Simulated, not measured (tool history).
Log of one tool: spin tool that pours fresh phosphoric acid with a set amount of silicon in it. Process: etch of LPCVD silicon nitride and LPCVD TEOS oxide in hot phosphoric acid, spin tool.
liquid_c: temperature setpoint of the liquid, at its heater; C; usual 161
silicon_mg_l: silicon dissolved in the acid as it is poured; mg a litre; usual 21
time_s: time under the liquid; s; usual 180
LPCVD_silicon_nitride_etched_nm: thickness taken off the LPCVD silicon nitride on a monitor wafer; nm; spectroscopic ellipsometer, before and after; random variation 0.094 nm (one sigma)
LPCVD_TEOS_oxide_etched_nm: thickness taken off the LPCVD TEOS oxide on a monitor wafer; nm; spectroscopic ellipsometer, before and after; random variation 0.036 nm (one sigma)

| run | hour | liquid_c | silicon_mg_l | time_s | wafers since the last listed run | hours since the thermometer was replaced | hours since the dissolved silicon flow meter was replaced | hours since the heated supply line was repaired | hours since the gauge calibration | read-back film thickness of the LPCVD silicon nitride reference wafer, read on the same gauge (nm) | read-back film thickness of the LPCVD TEOS oxide reference wafer, read on the same gauge (nm) | LPCVD_silicon_nitride_etched_nm | LPCVD_TEOS_oxide_etched_nm |
|---|---|---|---|---|---|---|---|---|---|---|---|---|---|
| 1 | 0 | 159 | 33 | 180 | 0 | 13.9 | 184.8 | 352.8 | 2493 | 79.98 | 109.984 | 14.71 | 0.175 |
| 2 | 29.3 | 159 | 12 | 250 | 209 | 43.2 | 214.1 | 382.1 | 2522.3 | 80.01 | 110.032 | 20.4 | 0.464 |
| 3 | 97 | 161 | 21 | 180 | 483 | 110.9 | 281.8 | 449.8 | 2590 | 79.96 | 110.037 | 15.57 | 0.288 |
|  | 133.6 | gauge calibrated |
| 4 | 134.4 | 161 | 32.5 | 90 | 267 | 148.3 | 319.2 | 487.2 | 0.8 | 80 | 110.017 | 7.8 | 0.12 |
| 5 | 177.4 | 161 | 21 | 180 | 307 | 191.3 | 362.2 | 530.2 | 43.8 | 80.02 | 109.951 | 15.64 | 0.331 |
| 6 | 211 | 160 | 21 | 180 | 240 | 224.9 | 395.8 | 563.8 | 77.4 | 80.01 | 110.004 | 14.83 | 0.283 |
| 7 | 253.7 | 162.5 | 16 | 260 | 305 | 267.6 | 438.5 | 606.5 | 120.1 | 79.99 | 109.994 | 23.76 | 0.573 |
| 8 | 314.9 | 161 | 21 | 180 | 437 | 328.8 | 499.7 | 667.7 | 181.3 | 80 | 110.009 | 15.56 | 0.299 |
| 9 | 343.7 | 161 | 21 | 110 | 205 | 357.6 | 528.5 | 696.5 | 210.1 | 80 | 110.027 | 9.39 | 0.186 |
| 10 | 376.8 | 161 | 21 | 180 | 236 | 390.7 | 561.6 | 729.6 | 243.2 | 80.02 | 110.004 | 15.58 | 0.372 |
| 11 | 421.1 | 163.5 | 27 | 180 | 316 | 435 | 605.9 | 773.9 | 287.5 | 80.03 | 110.015 | 16.91 | 0.244 |
| 12 | 452.5 | 162.5 | 6 | 180 | 224 | 466.4 | 637.3 | 805.3 | 318.9 | 79.98 | 109.989 | 16.03 | 0.522 |
| 13 | 523.2 | 162 | 32 | 180 | 505 | 537.1 | 708 | 876 | 389.6 | 79.98 | 110.014 | 16.14 | 0.186 |
| 14 | 579.7 | 161 | 25.5 | 75 | 403 | 593.6 | 764.5 | 932.5 | 446.1 | 79.98 | 109.953 | 6.37 | 0.103 |
| 15 | 627.5 | 162 | 21 | 250 | 341 | 641.4 | 812.3 | 980.3 | 493.9 | 80.03 | 109.994 | 21.89 | 0.492 |
| 16 | 696.4 | 162 | 38 | 95 | 492 | 710.3 | 881.2 | 1049.2 | 562.8 | 79.99 | 110.043 | 8.31 | 0.102 |
| 17 | 755.1 | 158 | 33 | 180 | 419 | 769 | 939.9 | 1107.9 | 621.5 | 79.97 | 110.03 | 13.7 | 0.17 |
| 18 | 796.1 | 163 | 6 | 220 | 292 | 810 | 980.9 | 1148.9 | 662.5 | 80.01 | 109.985 | 19.91 | 0.525 |
| 19 | 841.9 | 158.5 | 21 | 150 | 327 | 855.8 | 1026.7 | 1194.7 | 708.3 | 79.99 | 110.007 | 11.56 | 0.221 |
|  | 846.2 | dissolved silicon flow meter replaced |
| 20 | 869.7 | 158.5 | 31.5 | 180 | 191 | 883.6 | 23.5 | 1222.5 | 736.1 | 79.97 | 110.02 | 13.86 | 0.188 |
| 21 | 938.8 | 158.5 | 33.5 | 180 | 493 | 952.7 | 92.6 | 1291.6 | 805.2 | 80.01 | 110.051 | 13.94 | 0.186 |
| 22 | 970.6 | 161 | 21 | 180 | 227 | 984.5 | 124.4 | 1323.4 | 837 | 80.02 | 109.992 | 15.17 | 0.298 |
| 23 | 1035.7 | 164 | 21 | 180 | 465 | 1049.6 | 189.5 | 1388.5 | 902.1 | 80.01 | 109.931 | 16.64 | 0.342 |

The same runs without the tool's hidden state, with the same run-to-run variation:
The hidden state here: liquid colder than its thermometer reads (K); dissolved silicon flow below the setpoint (%); temperature lost on the way to the wafer (K); gauge reads high (%).
| run | LPCVD_silicon_nitride_etched_nm | LPCVD_TEOS_oxide_etched_nm |
|---|---|---|
| 1 | 14.93 | 0.18 |
| 2 | 20.72 | 0.48 |
| 3 | 15.85 | 0.3 |
| 4 | 7.96 | 0.125 |
| 5 | 15.98 | 0.347 |
| 6 | 15.18 | 0.298 |
| 7 | 24.35 | 0.605 |
| 8 | 15.99 | 0.317 |
| 9 | 9.66 | 0.198 |
| 10 | 16.04 | 0.397 |
| 11 | 17.44 | 0.262 |
| 12 | 16.55 | 0.56 |
| 13 | 16.71 | 0.201 |
| 14 | 6.61 | 0.111 |
| 15 | 22.76 | 0.536 |
| 16 | 8.66 | 0.112 |
| 17 | 14.32 | 0.188 |
| 18 | 20.83 | 0.581 |
| 19 | 12.13 | 0.246 |
| 20 | 14.56 | 0.21 |
| 21 | 14.68 | 0.209 |
| 22 | 15.99 | 0.334 |
| 23 | 17.57 | 0.386 |

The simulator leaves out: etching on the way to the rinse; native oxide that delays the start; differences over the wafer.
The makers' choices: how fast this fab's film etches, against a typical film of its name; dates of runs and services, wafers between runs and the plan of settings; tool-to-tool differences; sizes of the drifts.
